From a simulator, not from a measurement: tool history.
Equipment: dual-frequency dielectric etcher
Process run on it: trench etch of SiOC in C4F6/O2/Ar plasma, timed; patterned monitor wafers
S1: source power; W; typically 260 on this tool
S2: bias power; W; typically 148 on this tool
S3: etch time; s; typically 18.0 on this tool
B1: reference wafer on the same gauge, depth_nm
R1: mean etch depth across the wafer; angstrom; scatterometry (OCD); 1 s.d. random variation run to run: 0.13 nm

run 1 day=0.000 | S1=260 S2=148 S3=18.0 | B1=37.02 | R1=316.4
run 2 day=2.462 | S1=260 S2=148 S3=18.0 | B1=37.01 | R1=313.1
run 3 day=3.979 | S1=260 S2=148 S3=18.0 | B1=37.04 | R1=313.8
run 4 day=7.958 | S1=300 S2=148 S3=18.0 | B1=37.00 | R1=325.9
run 5 day=10.375 | S1=260 S2=131 S3=18.0 | B1=36.99 | R1=294.5
run 6 day=13.962 | S1=260 S2=131 S3=18.0 | B1=37.01 | R1=291.1
-- day=15.183 wet clean of the chamber
run 7 day=16.338 | S1=260 S2=148 S3=18.0 | B1=37.00 | R1=338.5
run 8 day=18.312 | S1=260 S2=148 S3=18.0 | B1=37.01 | R1=339.5
run 9 day=21.250 | S1=260 S2=148 S3=18.0 | B1=37.00 | R1=336.0
-- day=21.867 bias power generator calibrated
-- day=22.167 gauge calibrated
-- day=22.546 wet clean of the chamber, repeated, since the last time left the tool worse
run 10 day=23.138 | S1=260 S2=148 S3=18.0 | B1=37.01 | R1=317.4
run 11 day=26.729 | S1=220 S2=148 S3=18.0 | B1=37.00 | R1=297.2
run 12 day=30.850 | S1=260 S2=148 S3=18.0 | B1=37.00 | R1=310.3
run 13 day=32.658 | S1=260 S2=158 S3=12.5 | B1=37.02 | R1=219.3
-- day=34.133 source power generator calibrated
-- day=34.279 upper electrode replaced
-- day=36.646 wet clean of the chamber
run 14 day=36.896 | S1=280 S2=161 S3=16.0 | B1=36.97 | R1=301.9
run 15 day=40.642 | S1=220 S2=137 S3=18.0 | B1=37.03 | R1=292.1
run 16 day=42.583 | S1=310 S2=120 S3=18.0 | B1=37.02 | R1=306.8
run 17 day=46.962 | S1=260 S2=126 S3=18.0 | B1=37.00 | R1=291.1

Alternative continuations, all from the tool just after run 17; predict every row:
run A day=46.979 | S1=260 S2=148 S3=14.5 | B1=? | R1=?
run B day=46.979 | S1=260 S2=161 S3=23.0 | B1=? | R1=?
run C day=46.979 | S1=200 S2=148 S3=18.0 | B1=? | R1=?
run D day=46.979 | S1=280 S2=169 S3=13.0 | B1=? | R1=?
run E day=46.979 | S1=300 S2=158 S3=15.0 | B1=? | R1=?

run=A B1=37.03 R1=250.9
run=B B1=37.03 R1=412.2
run=C B1=37.03 R1=286.8
run=D B1=37.03 R1=243.5
run=E B1=37.03 R1=279.4
Stripped of hidden state, with their random variation kept, the same runs would have yielded:
run=A R1=256.3
run=B R1=421.2
run=C R1=293.1
run=D R1=248.8
run=E R1=285.5
